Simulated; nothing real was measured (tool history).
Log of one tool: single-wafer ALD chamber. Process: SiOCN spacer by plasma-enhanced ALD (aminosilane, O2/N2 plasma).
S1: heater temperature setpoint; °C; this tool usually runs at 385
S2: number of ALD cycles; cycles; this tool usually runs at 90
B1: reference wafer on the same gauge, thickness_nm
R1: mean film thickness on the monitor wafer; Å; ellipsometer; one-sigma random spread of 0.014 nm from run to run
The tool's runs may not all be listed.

run 1 day=0.000 | S1=396 S2=90 | B1=5.748 | R1=56.73
run 2 day=2.325 | S1=385 S2=90 | B1=5.753 | R1=56.84
run 3 day=6.612 | S1=385 S2=90 | B1=5.765 | R1=56.92
run 4 day=10.675 | S1=385 S2=90 | B1=5.770 | R1=56.83
run 5 day=12.550 | S1=385 S2=90 | B1=5.773 | R1=56.88
run 6 day=14.188 | S1=385 S2=90 | B1=5.779 | R1=57.10
run 7 day=17.679 | S1=385 S2=90 | B1=5.784 | R1=56.91
run 8 day=19.362 | S1=381 S2=98 | B1=5.788 | R1=62.25
run 9 day=22.092 | S1=381 S2=98 | B1=5.791 | R1=62.11
run 10 day=26.446 | S1=381 S2=98 | B1=5.799 | R1=62.31
run 11 day=39.908 | S1=385 S2=90 | B1=5.822 | R1=57.41
run 12 day=41.779 | S1=385 S2=90 | B1=5.826 | R1=57.44
run 13 day=43.412 | S1=385 S2=90 | B1=5.830 | R1=57.65
run 14 day=47.504 | S1=385 S2=90 | B1=5.837 | R1=57.52
run 15 day=50.867 | S1=385 S2=90 | B1=5.845 | R1=57.78
run 16 day=53.450 | S1=397 S2=101 | B1=5.850 | R1=64.75
run 17 day=56.396 | S1=397 S2=101 | B1=5.854 | R1=64.72
run 18 day=59.208 | S1=397 S2=101 | B1=5.859 | R1=64.84
run 19 day=62.775 | S1=385 S2=90 | B1=5.862 | R1=57.92
run 20 day=65.917 | S1=385 S2=90 | B1=5.872 | R1=58.07
run 21 day=67.600 | S1=385 S2=90 | B1=5.765 | R1=56.83
run 22 day=71.188 | S1=380 S2=104 | B1=5.773 | R1=66.04
run 23 day=75.704 | S1=385 S2=74 | B1=5.780 | R1=47.11
run 24 day=77.817 | S1=385 S2=90 | B1=5.785 | R1=56.93
run 25 day=79.525 | S1=385 S2=90 | B1=5.785 | R1=56.93
run 26 day=82.429 | S1=392 S2=95 | B1=5.790 | R1=60.29
run 27 day=84.621 | S1=385 S2=90 | B1=5.798 | R1=57.12
run 28 day=87.004 | S1=385 S2=90 | B1=5.800 | R1=57.16
run 29 day=88.792 | S1=385 S2=85 | B1=5.803 | R1=54.22
run 30 day=93.133 | S1=390 S2=81 | B1=5.814 | R1=51.49
run 31 day=96.254 | S1=385 S2=82 | B1=5.816 | R1=52.30
run 32 day=99.492 | S1=377 S2=100 | B1=5.824 | R1=63.92
run 33 day=101.733 | S1=385 S2=80 | B1=5.829 | R1=50.99
run 34 day=105.629 | S1=390 S2=77 | B1=5.835 | R1=49.36
run 35 day=109.671 | S1=385 S2=85 | B1=5.843 | R1=54.58
run 36 day=113.567 | S1=371 S2=100 | B1=5.851 | R1=64.33
run 37 day=116.062 | S1=392 S2=77 | B1=5.855 | R1=49.58
run 38 day=120.083 | S1=385 S2=84 | B1=5.863 | R1=53.81
run 39 day=123.217 | S1=375 S2=97 | B1=5.868 | R1=62.15
run 40 day=124.762 | S1=372 S2=105 | B1=5.869 | R1=67.62
run 41 day=128.550 | S1=394 S2=100 | B1=5.880 | R1=64.87
run 42 day=132.017 | S1=392 S2=77 | B1=5.882 | R1=49.67
run 43 day=135.400 | S1=385 S2=90 | B1=5.888 | R1=58.35

Missing from the log above: 3 entries noted between runs. For each, name the pair of listed runs it sits between and say how the tool's hidden condition differs from the listed run just before to the listed run just after:
Run 11 -> run 12: thermocouple changed; heater temperature recalibrated (day 41.612)
  gauge reads high (%): 1.29 -> 1.35
  what was measured, less what the result would be without the hidden state, R1: +0.73 -> +0.76 Å
Run 20 -> run 21: gauge calibrated (day 67.312)
  gauge reads high (%): 2.13 -> 0.242
  what was measured, less what the result would be without the hidden state, R1: +1.21 -> +0.14 Å
Run 41 -> run 42: thermocouple changed; heater temperature recalibrated (day 129.612)
  gauge reads high (%): 2.22 -> 2.33
  what was measured, less what the result would be without the hidden state, R1: +1.41 -> +1.13 Å
